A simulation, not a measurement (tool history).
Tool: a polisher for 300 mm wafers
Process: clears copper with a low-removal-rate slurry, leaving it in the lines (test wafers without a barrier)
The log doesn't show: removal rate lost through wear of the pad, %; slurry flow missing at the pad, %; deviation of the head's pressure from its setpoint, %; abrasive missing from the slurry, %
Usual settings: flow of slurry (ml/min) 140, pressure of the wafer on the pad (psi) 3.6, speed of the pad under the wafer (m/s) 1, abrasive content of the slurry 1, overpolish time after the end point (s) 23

run	hour	flow of slurry (ml/min)	pressure of the wafer on the pad (psi)	speed of the pad under the wafer (m/s)	abrasive content of the slurry	overpolish time after the end point (s)	wafers since the last listed run	wafers polished on this pad	hours since the slurry nozzle was cleaned	hours since the head pressure was calibrated	hours since the slurry blender was calibrated	incoming thickness of the incoming film, nm	time until the end point was called (s)	dishing of a wide line in a test structure (nm)
1	0	140	3.6	1	1	23	0	759	94	15.3	143	609.6	155.7	53.7
2	14.1	140	3.6	1	1	23	75	835	108.1	29.4	157.1	604.3	155.7	52.8
# hour 21.2: worn pad replaced by a new one
3	30.7	140	3.6	1	1	23	67	50	124.7	46	173.7	607.9	160.4	51.7
4	46.6	140	3.6	1	1	23	85	135	140.6	61.9	189.6	617	161.1	51.8
5	82.1	165	3.6	1	1	23	189	325	176.1	97.4	225.1	602.2	156.9	51.7
6	104.1	165	3.6	1	1	23	117	443	198.1	119.4	247.1	622.9	163.2	52.5
7	118.1	140	3.6	1	1	23	74	518	212.1	133.4	261.1	606.2	170.6	48.9
8	144.9	140	3.6	1	1	23	143	662	238.9	160.2	287.9	608.4	168.2	47.8
9	159.4	140	3.6	1	1	23	77	739	253.4	174.7	302.4	607.2	172.6	48.3
10	179.3	140	3.6	1	1	23	106	846	273.3	194.6	322.3	619.5	180.4	47.5
# hour 198.7: worn pad replaced by a new one
11	215	140	3.6	1	1	23	169	87	309	230.3	358	607	175	47.6
12	229.8	140	3.6	1	0.75	23	79	166	323.8	245.1	372.8	599.9	189.1	44.2
13	247.6	90	3.6	1	0.9	14	95	261	341.6	262.9	390.6	597.8	205.7	27.4
# hour 263.3: slurry blender recalibrated
# hour 271.9: slurry nozzle cleaned
14	274.7	140	3.6	1	1	23	128	390	2.8	290	11.4	614.7	163.5	51.1
15	290.7	140	3.6	1	0.9	23	85	476	18.8	306	27.4	598.3	164.9	48.7
16	311.6	140	3.6	1	1	23	111	588	39.7	326.9	48.3	606.9	160.7	51.4
17	347	140	3.6	1	1	9	189	777	75.1	362.3	83.7	619.2	170.2	22.8
# hour 356.4: worn pad replaced by a new one
18	359.5	105	3.6	1	0.7	16	45	16	87.6	374.8	96.2	615.3	211.4	32.3
19	371.7	140	3.6	1	0.8	23	65	81	99.8	387	108.4	619	181.9	45.9
20	383.8	95	2.3	1	1	23	64	146	111.9	399.1	120.5	608.3	297.7	29.9
21	411.5	140	3.6	1	1	23	148	294	139.6	426.8	148.2	608.8	171.5	48.4
# hour 434.5: head pressure recalibrated
22	446.2	140	3.6	1	1	23	175	469	174.3	11.7	182.9	605.3	158.4	52.2
23	479.3	120	3.6	1	1	23	177	646	207.4	44.8	216	607.3	167.2	49
24	504.6	140	3.6	1	1	23	135	782	232.7	70.1	241.3	611.5	163.6	49.4
# hour 517.7: worn pad replaced by a new one
25	519.7	140	3.6	1	1	23	59	10	247.8	85.2	256.4	615.5	173.3	48.9
26	541.8	190	4.2	1	0.7	23	118	129	269.9	107.3	278.5	600.6	148.2	52.8
27	570.4	140	3.6	1	1	14	153	282	298.5	135.9	307.1	604.9	170.2	32
28	599.8	140	3.6	1	1	17	157	439	327.9	165.3	336.5	602.9	173.7	39.1
29	617.8	140	3.6	1	0.85	23	96	535	345.9	183.3	354.5	608.8	187.1	46

3 ways to go on from here, each from the tool as it stands after run 29. What would each give?
A	618.3	140	3.6	1	1	35	2	538	346.4	183.8	355	608.9	?	?
B	618.3	140	3.6	0.66	1	23	2	538	346.4	183.8	355	608.9	?	?
C	618.3	125	4.4	0.9	1.25	23	2	538	346.4	183.8	355	608.9	?	?

run	time until the end point was called (s)	dishing of a wide line in a test structure (nm)
A	173.9	64.8
B	263.4	35.3
C	152.8	54.2
Without the tool's hidden state the same runs would have given:
run	time until the end point was called (s)	dishing of a wide line in a test structure (nm)
A	144.6	72.9
B	219.1	41.1
C	125.8	62.4
